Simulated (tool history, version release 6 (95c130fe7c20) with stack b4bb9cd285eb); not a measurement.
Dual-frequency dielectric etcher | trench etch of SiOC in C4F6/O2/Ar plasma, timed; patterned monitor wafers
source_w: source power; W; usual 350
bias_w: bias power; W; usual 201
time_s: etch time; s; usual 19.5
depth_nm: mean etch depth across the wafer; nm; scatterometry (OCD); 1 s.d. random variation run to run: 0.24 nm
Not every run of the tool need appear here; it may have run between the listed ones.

run	hour	source_w	bias_w	time_s	wafers since the last listed run	hours since the last wet clean	hours since the last source power generator calibration	hours since the last bias power generator calibration	hours since the last upper electrode change	hours since the gauge calibration	read-back reference wafer on the same gauge, depth_nm	depth_nm
1	0	350	226	19.5	0	357.4	3639.6	1364.2	4737.9	400	42.89	43.06
# hour 63.7: wet clean of the chamber
2	65.9	350	226	19.5	483	2.2	3705.5	1430.1	4803.8	465.9	43	43.08
3	115.2	350	201	19.5	568	51.5	3754.8	1479.4	4853.1	515.2	43.1	41.45
4	144.9	350	201	19.5	342	81.2	3784.5	1509.1	4882.8	544.9	43.28	41.16
5	214.7	350	201	16.5	805	151	3854.3	1578.9	4952.6	614.7	43.21	34.7
6	250	350	201	16.5	407	186.3	3889.6	1614.2	4987.9	650	43.34	35.06
7	291.4	350	201	16.5	477	227.7	3931	1655.6	5029.3	691.4	43.32	35.29
8	343.7	280	201	19.5	603	280	3983.3	1707.9	5081.6	743.7	43.4	36.5
9	380.1	280	201	19.5	420	316.4	4019.7	1744.3	5118	780.1	43.32	36.65
# hour 417.2: wet clean of the chamber
10	444.6	350	201	19.5	467	27.4	4084.2	1808.8	5182.5	844.6	43.33	41.4
11	516	350	201	19.5	823	98.8	4155.6	1880.2	5253.9	916	43.41	41.74
12	559.5	350	201	19.5	501	142.3	4199.1	1923.7	5297.4	959.5	43.35	41.74
13	619.1	350	201	19.5	687	201.9	4258.7	1983.3	5357	1019.1	43.59	41.57
# hour 626.1: bias power generator calibrated
14	645.9	430	234	13.5	263	228.7	4285.5	19.8	5383.8	1045.9	43.5	34.22
# hour 665.3: source power generator calibrated
15	670.3	400	180	17	235	253.1	5	44.2	5408.2	1070.3	43.48	37.16
16	768.5	310	232	16.5	1133	351.3	103.2	142.4	5506.4	1168.5	43.51	35.26
# hour 827.1: gauge calibrated
17	830.8	270	177	24.5	718	413.6	165.5	204.7	5568.7	3.7	41.58	40.3
# hour 868.4: wet clean of the chamber
18	874	410	156	19.5	221	5.6	208.7	247.9	5611.9	46.9	41.69	38.25
19	908.9	400	201	19.5	402	40.5	243.6	282.8	5646.8	81.8	41.92	42.79
# hour 964.4: upper electrode replaced
20	970.3	390	218	23	431	101.9	305	344.2	5.9	143.2	41.88	51.88
21	1000.9	290	201	14.5	353	132.5	335.6	374.8	36.5	173.8	42.18	26.75
22	1028	330	235	13.5	312	159.6	362.7	401.9	63.6	200.9	42.12	29.11
23	1099.6	350	201	25	826	231.2	434.3	473.5	135.2	272.5	42.35	51.4
24	1147.8	350	201	19.5	556	279.4	482.5	521.7	183.4	320.7	42.66	40.65
25	1202.2	300	249	25.5	627	333.8	536.9	576.1	237.8	375.1	42.49	53.8
26	1233.4	350	201	19.5	360	365	568.1	607.3	269	406.3	42.76	40.75
# hour 1287.8: wet clean of the chamber
27	1298.7	320	226	22	476	10.9	633.4	672.6	334.3	471.6	42.71	46.36

Each row is a separate what-if for the run after 27, all from the same tool condition, not one after another. Results?
A	1299.1	290	201	19.5	4	11.3	633.8	673	334.7	472	?	?
B	1299.1	440	201	25	4	11.3	633.8	673	334.7	472	?	?
C	1299.1	350	201	13.5	4	11.3	633.8	673	334.7	472	?	?
D	1299.1	350	201	22.5	4	11.3	633.8	673	334.7	472	?	?

run	read-back reference wafer on the same gauge, depth_nm	depth_nm
A	42.72	36.54
B	42.72	58.58
C	42.72	28.1
D	42.72	46.83
Had the tool no hidden state, the same runs would have come out as:
run	depth_nm
A	35.73
B	57.28
C	27.47
D	45.79

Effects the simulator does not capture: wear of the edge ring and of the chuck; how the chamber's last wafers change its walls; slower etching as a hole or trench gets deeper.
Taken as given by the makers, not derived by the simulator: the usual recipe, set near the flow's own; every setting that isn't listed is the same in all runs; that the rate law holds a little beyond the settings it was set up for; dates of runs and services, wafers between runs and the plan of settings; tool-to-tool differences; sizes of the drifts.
